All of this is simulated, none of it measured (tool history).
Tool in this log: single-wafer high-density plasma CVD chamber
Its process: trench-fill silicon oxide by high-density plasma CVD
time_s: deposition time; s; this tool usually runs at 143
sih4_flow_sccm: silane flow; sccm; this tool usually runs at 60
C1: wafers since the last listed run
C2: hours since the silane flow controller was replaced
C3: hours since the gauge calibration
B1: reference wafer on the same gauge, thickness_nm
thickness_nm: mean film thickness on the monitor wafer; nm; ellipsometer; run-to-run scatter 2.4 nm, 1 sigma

Run 1, hour 0: usual settings; C1 0; C2 1030.6; C3 164.7; B1 973.72. Result: thickness_nm 956.326 nm.
Run 2, hour 61.2: usual settings; C1 712; C2 1091.8; C3 225.9; B1 973.644. Result: thickness_nm 959.299 nm.
Run 3, hour 163.5: usual settings; C1 1191; C2 1194.1; C3 328.2; B1 975.17. Result: thickness_nm 962.121 nm.
Run 4, hour 222.4: usual settings; C1 686; C2 1253; C3 387.1; B1 973.778. Result: thickness_nm 959.553 nm.
Run 5, hour 478.1: usual settings; C1 2978; C2 1508.7; C3 642.8; B1 974.018. Result: thickness_nm 952.295 nm.
Run 6, hour 576.1: usual settings; C1 1141; C2 1606.7; C3 740.8; B1 974.466. Result: thickness_nm 943.116 nm.
Run 7, hour 641.8: usual settings; C1 765; C2 1672.4; C3 806.5; B1 974.183. Result: thickness_nm 948.78 nm.
Run 8, hour 690.8: usual settings; C1 570; C2 1721.4; C3 855.5; B1 974.13. Result: thickness_nm 950.656 nm.
Run 9, hour 750.4: usual settings; C1 694; C2 1781; C3 915.1; B1 973.837. Result: thickness_nm 945.864 nm.
Run 10, hour 788.8: usual settings; C1 447; C2 1819.4; C3 953.5; B1 973.15. Result: thickness_nm 941.708 nm.
Run 11, hour 884.6: usual settings; C1 1115; C2 1915.2; C3 1049.3; B1 973.298. Result: thickness_nm 935.645 nm.
At hour 900.5: silane flow controller replaced.
Run 12, hour 952.5: usual settings; C1 697; C2 52; C3 1117.2; B1 974.541. Result: thickness_nm 967.941 nm.
Run 13, hour 1143.6: usual settings but time_s 133 s, sih4_flow_sccm 49 sccm; C1 2226; C2 243.1; C3 1308.3; B1 973.45. Result: thickness_nm 739.468 nm.

What will run 14 give?
At hour 1161.4: gauge calibrated.
Run 14, hour 1217.2: usual settings but time_s 119 s, sih4_flow_sccm 49 sccm; C1 857; C2 316.7; C3 55.8; B1 ?. Result: thickness_nm ?.

{"run 14": {"B1": 974.483, "thickness_nm": 661.614}}
On a tool with no hidden condition, and with the same random variation, this run would have come out at thickness_nm 658.591 nm.

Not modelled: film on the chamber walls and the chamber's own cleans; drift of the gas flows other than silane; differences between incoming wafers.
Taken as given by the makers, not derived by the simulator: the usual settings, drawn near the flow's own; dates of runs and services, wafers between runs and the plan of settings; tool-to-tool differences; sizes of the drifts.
